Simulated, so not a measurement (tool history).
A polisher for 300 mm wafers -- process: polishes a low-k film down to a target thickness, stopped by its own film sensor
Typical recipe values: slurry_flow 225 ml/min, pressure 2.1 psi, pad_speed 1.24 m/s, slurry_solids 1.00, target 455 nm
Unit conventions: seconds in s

run   hour  slurry_flow  pressure  pad_speed  slurry_solids  target  wafers since the last listed run  wafers polished on this pad  hours since the slurry nozzle was cleaned  hours since the head pressure was calibrated  hours since the slurry blender was calibrated  hours since the conditioning disc was replaced  incoming thickness of the incoming film, nm  seconds
  1    0.0          205       2.1       1.24           1.00     455                                 0                          576                                      108.6                                         268.3                                          127.5                                           113.6                                        530.2    198.3
  2   32.2          205       2.1       1.24           1.00     455                               164                          741                                      140.8                                         300.5                                          159.7                                           145.8                                        536.3    234.9
      44.3  -- conditioning disc replaced and pad reconditioned
      61.0  -- worn pad replaced by a new one
  3   61.5          225       2.1       1.24           1.00     455                               119                            2                                      170.1                                         329.8                                          189.0                                            17.2                                        525.1    171.6
  4   78.4          225       2.1       1.24           0.90     455                                86                           89                                      187.0                                         346.7                                          205.9                                            34.1                                        524.0    188.2
  5   94.8          225       2.1       1.24           0.90     455                                84                          173                                      203.4                                         363.1                                          222.3                                            50.5                                        529.0    212.7
     118.2  -- head pressure recalibrated
  6  128.7          225       2.1       1.24           0.90     455                               163                          336                                      237.3                                          10.5                                          256.2                                            84.4                                        529.6    214.9
  7  154.9          225       2.1       1.24           1.00     455                               134                          471                                      263.5                                          36.7                                          282.4                                           110.6                                        531.2    216.3
     211.0  -- conditioning disc replaced and pad reconditioned
     226.3  -- worn pad replaced by a new one
  8  226.8          225       2.1       1.24           1.00     455                               337                            2                                      335.4                                         108.6                                          354.3                                            15.8                                        531.5    201.2
  9  255.8          225       2.1       1.24           1.00     455                               148                          151                                      364.4                                         137.6                                          383.3                                            44.8                                        535.1    208.5
     278.2  -- slurry blender recalibrated
 10  278.7          225       2.1       1.24           1.00     455                               107                          258                                      387.3                                         160.5                                            0.5                                            67.7                                        541.1    197.3
 11  312.2          190       2.1       1.24           0.80     455                               171                          430                                      420.8                                         194.0                                           34.0                                           101.2                                        539.5    236.4
 12  340.2          225       2.1       1.54           1.00     455                               143                          573                                      448.8                                         222.0                                           62.0                                           129.2                                        522.5    139.2
     375.6  -- conditioning disc replaced and pad reconditioned
 13  376.1          225       2.1       1.24           1.00     455                               173                          747                                      484.7                                         257.9                                           97.9                                             0.5                                        524.2    185.4
 14  388.8          225       1.7       1.24           0.75     437                                65                          812                                      497.4                                         270.6                                          110.6                                            13.2                                        537.0    383.8
 15  408.2          195       2.1       1.58           1.00     455                                99                          911                                      516.8                                         290.0                                          130.0                                            32.6                                        529.8    177.7
     422.9  -- worn pad replaced by a new one
 16  441.1          225       2.1       0.96           1.00     477                               148                           93                                      549.7                                         322.9                                          162.9                                            65.5                                        526.9    147.3
     446.5  -- head pressure recalibrated
 17  471.4          225       2.1       1.24           1.00     455                               145                          238                                      580.0                                          24.9                                          193.2                                            95.8                                        535.2    206.1
 18  497.0          225       2.1       0.86           0.80     455                               131                          369                                      605.6                                          50.5                                          218.8                                           121.4                                        534.0    311.2
     508.1  -- slurry nozzle cleaned
 19  518.5          225       2.1       1.46           1.00     431                               105                          474                                       10.4                                          72.0                                          240.3                                           142.9                                        535.5    248.0
     522.3  -- conditioning disc replaced and pad reconditioned
 20  551.8          225       1.5       1.66           1.00     455                               160                          634                                       43.7                                         105.3                                          273.6                                            29.5                                        539.4    251.9
 21  566.1          245       2.1       1.24           1.00     455                                73                          708                                       58.0                                         119.6                                          287.9                                            43.8                                        525.0    195.9
     583.9  -- worn pad replaced by a new one
 22  594.5          225       2.1       1.24           1.00     455                               125                           54                                       86.4                                         148.0                                          316.3                                            72.2                                        532.4    200.2
 23  606.9          225       2.1       1.24           1.00     447                                63                          118                                       98.8                                         160.4                                          328.7                                            84.6                                        537.2    233.2
 24  641.3          185       1.4       1.24           1.20     462                               176                          294                                      133.2                                         194.8                                          363.1                                           119.0                                        524.9    220.0
 25  675.3          225       2.1       1.24           1.00     455                               174                          468                                      167.2                                         228.8                                          397.1                                           153.0                                        529.5    201.3

For each run, the measured value with the value that run would have given without the tool's hidden condition subtracted. The run-to-run variation is shared by both, the gauge scatter possibly not:
The hidden state here: removal rate lost through wear of the pad, %; slurry flow missing at the pad, %; deviation of the head's pressure from its setpoint, %; abrasive missing from the slurry, %; time polished since the conditioner stopped cutting, s.
run  seconds
  1    +39.2
  2    +54.5
  3    +27.8
  4    +35.2
  5    +43.0
  6    +49.8
  7    +52.9
  8    +38.1
  9    +43.8
 10    +12.0
 11    +28.1
 12    +21.4
 13    +36.9
 14    +87.6
 15    +42.0
 16    +21.0
 17    +35.7
 18    +66.4
 19    +53.6
 20    +61.5
 21    +50.1
 22    +34.1
 23    +42.0
 24    +41.8
 25    +46.3
